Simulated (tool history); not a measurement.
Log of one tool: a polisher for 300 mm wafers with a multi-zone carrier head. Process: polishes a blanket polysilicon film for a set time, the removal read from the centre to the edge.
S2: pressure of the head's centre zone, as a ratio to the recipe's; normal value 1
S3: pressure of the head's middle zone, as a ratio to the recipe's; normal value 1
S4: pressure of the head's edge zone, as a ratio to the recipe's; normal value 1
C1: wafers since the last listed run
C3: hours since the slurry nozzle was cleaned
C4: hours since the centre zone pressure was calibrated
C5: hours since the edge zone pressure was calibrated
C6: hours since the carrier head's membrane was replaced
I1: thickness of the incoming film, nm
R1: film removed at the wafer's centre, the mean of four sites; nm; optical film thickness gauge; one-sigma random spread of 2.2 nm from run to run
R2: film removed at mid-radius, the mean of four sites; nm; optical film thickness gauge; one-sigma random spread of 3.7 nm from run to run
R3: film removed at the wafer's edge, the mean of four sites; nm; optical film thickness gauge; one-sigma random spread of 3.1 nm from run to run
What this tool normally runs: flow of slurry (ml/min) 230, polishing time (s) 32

Run 1, hour 0: usual settings but polishing time (s) 41; C1 0; wafers polished on this pad 2174; C3 177.4; C4 159.8; C5 796; C6 221.2; I1 2210.3. Result: R1 340.3 nm, R2 331 nm, R3 328.3 nm.
Run 2, hour 44.5: usual settings but polishing time (s) 22; C1 532; wafers polished on this pad 2706; C3 221.9; C4 204.3; C5 840.5; C6 265.7; I1 2195. Result: R1 185.8 nm, R2 175.5 nm, R3 173.7 nm.
Run 3, hour 74.1: usual settings but S4 1.04, polishing time (s) 41; C1 353; wafers polished on this pad 3060; C3 251.5; C4 233.9; C5 870.1; C6 295.3; I1 2215.8. Result: R1 342.4 nm, R2 322.5 nm, R3 330 nm.
Run 4, hour 106.2: usual settings but S4 0.96, polishing time (s) 36; C1 383; wafers polished on this pad 3444; C3 283.6; C4 266; C5 902.2; C6 327.4; I1 2253.6. Result: R1 309.5 nm, R2 281.4 nm, R3 277.5 nm.
Run 5, hour 165.3: usual settings but flow of slurry (ml/min) 155, polishing time (s) 25; C1 706; wafers polished on this pad 4151; C3 342.7; C4 325.1; C5 961.3; C6 386.5; I1 2241. Result: R1 199.3 nm, R2 186.6 nm, R3 185.9 nm.
At hour 224.4: edge zone pressure recalibrated.
Run 6, hour 228.1: usual settings but S4 0.88; C1 726; wafers polished on this pad 4878; C3 405.5; C4 387.9; C5 3.7; C6 449.3; I1 2264.9. Result: R1 275.7 nm, R2 250.4 nm, R3 238.8 nm.
Run 7, hour 266: usual settings but S3 1.05, S4 0.94, polishing time (s) 41; C1 453; wafers polished on this pad 5331; C3 443.4; C4 425.8; C5 41.6; C6 487.2; I1 2201.5. Result: R1 350.5 nm, R2 326.7 nm, R3 304 nm.
At hour 295.8: worn pad replaced by a new one.
Run 8, hour 319.2: usual settings but S3 0.9; C1 588; wafers polished on this pad 280; C3 496.6; C4 479; C5 94.8; C6 540.4; I1 2240.2. Result: R1 273.7 nm, R2 227.7 nm, R3 247 nm.
At hour 325.5: centre zone pressure recalibrated.
Run 9, hour 368.9: usual settings but S4 0.94, polishing time (s) 28; C1 570; wafers polished on this pad 850; C3 546.3; C4 43.4; C5 144.5; C6 590.1; I1 2252.3. Result: R1 220.7 nm, R2 214.2 nm, R3 212.4 nm.
Run 10, hour 415.5: usual settings; C1 557; wafers polished on this pad 1407; C3 592.9; C4 90; C5 191.1; C6 636.7; I1 2238.7. Result: R1 259.4 nm, R2 245.5 nm, R3 249.9 nm.
Run 11, hour 454.9: usual settings but S2 1.1; C1 471; wafers polished on this pad 1878; C3 632.3; C4 129.4; C5 230.5; C6 676.1; I1 2266.1. Result: R1 291.1 nm, R2 239.7 nm, R3 248.9 nm.
Run 12, hour 492: usual settings but S4 0.89; C1 443; wafers polished on this pad 2322; C3 669.4; C4 166.5; C5 267.6; C6 713.2; I1 2233.3. Result: R1 264.3 nm, R2 247.6 nm, R3 233 nm.
Run 13, hour 540.4: usual settings; C1 578; wafers polished on this pad 2900; C3 717.8; C4 214.9; C5 316; C6 761.6; I1 2236.9. Result: R1 264.4 nm, R2 240.8 nm, R3 246.6 nm.
Run 14, hour 598: usual settings; C1 688; wafers polished on this pad 3589; C3 775.4; C4 272.5; C5 373.6; C6 819.2; I1 2240.6. Result: R1 265 nm, R2 239.3 nm, R3 245.9 nm.
At hour 674.3: slurry nozzle cleaned.
At hour 715.6: worn pad replaced by a new one.
At hour 756.4: centre zone pressure recalibrated.
Run 15, hour 791.9: usual settings but flow of slurry (ml/min) 305, S2 1.03, S3 1.09; C1 2234; wafers polished on this pad 887; C3 117.6; C4 35.5; C5 567.5; C6 1013.1; I1 2187.6. Result: R1 272.8 nm, R2 278.6 nm, R3 258.9 nm.
Run 16, hour 837.3: usual settings but polishing time (s) 29; C1 542; wafers polished on this pad 1430; C3 163; C4 80.9; C5 612.9; C6 1058.5; I1 2238.4. Result: R1 241.7 nm, R2 226.2 nm, R3 232.7 nm.
Run 17, hour 902.6: usual settings but S2 0.97; C1 780; wafers polished on this pad 2211; C3 228.3; C4 146.2; C5 678.2; C6 1123.8; I1 2242.3. Result: R1 262.3 nm, R2 254.3 nm, R3 253.3 nm.
At hour 964.2: carrier head's membrane replaced by a new one.
Run 18, hour 974.6: usual settings but S2 1.06, S4 0.95; C1 801; wafers polished on this pad 3012; C3 300.3; C4 218.2; C5 750.2; C6 10.4; I1 2229.1. Result: R1 284.9 nm, R2 252.8 nm, R3 241.9 nm.
Run 19, hour 1042: usual settings but flow of slurry (ml/min) 290, S4 0.9, polishing time (s) 37; C1 805; wafers polished on this pad 3818; C3 367.7; C4 285.6; C5 817.6; C6 77.8; I1 2240.1. Result: R1 322 nm, R2 306.4 nm, R3 282.4 nm.
At hour 1086.2: edge zone pressure recalibrated.
Run 20, hour 1092.6: usual settings but flow of slurry (ml/min) 160, S2 1.06; C1 581; wafers polished on this pad 4399; C3 418.3; C4 336.2; C5 6.4; C6 128.4; I1 2211.2. Result: R1 271 nm, R2 237.4 nm, R3 242.4 nm.
Run 21, hour 1122.7: usual settings; C1 359; wafers polished on this pad 4759; C3 448.4; C4 366.3; C5 36.5; C6 158.5; I1 2207.2. Result: R1 272.3 nm, R2 250.1 nm, R3 244.7 nm.
Run 22, hour 1167.1: usual settings but S2 1.1, S3 1.1; C1 530; wafers polished on this pad 5290; C3 492.8; C4 410.7; C5 80.9; C6 202.9; I1 2200. Result: R1 299.9 nm, R2 260 nm, R3 246.4 nm.

Alternative continuations, all from the tool just after run 22; predict every row:
Run A, hour 1167.5: usual settings; C1 4; wafers polished on this pad 5294; C3 493.2; C4 411.1; C5 81.3; C6 203.3; I1 2261.7. Result: R1 ?, R2 ?, R3 ?.
Run B, hour 1167.5: usual settings but flow of slurry (ml/min) 200, S4 0.93; C1 4; wafers polished on this pad 5294; C3 493.2; C4 411.1; C5 81.3; C6 203.3; I1 2261.7. Result: R1 ?, R2 ?, R3 ?.
Run C, hour 1167.5: usual settings but S3 1.11, S4 0.96; C1 4; wafers polished on this pad 5294; C3 493.2; C4 411.1; C5 81.3; C6 203.3; I1 2261.7. Result: R1 ?, R2 ?, R3 ?.
Run D, hour 1167.5: usual settings but S4 0.89, polishing time (s) 40; C1 4; wafers polished on this pad 5294; C3 493.2; C4 411.1; C5 81.3; C6 203.3; I1 2261.7. Result: R1 ?, R2 ?, R3 ?.

run     R1     R2     R3
  A  272.5  251.1  248.9
  B    266  245.8  236.7
  C  272.7  269.6  243.8
  D  340.7  313.9  294.5
Without the tool's unlogged condition, the same runs would have read:
run     R1     R2     R3
  A  248.6  256.1  252.4
  B  243.5  251.3  240.5
  C  248.8    275  247.2
  D  310.8  320.1  298.7
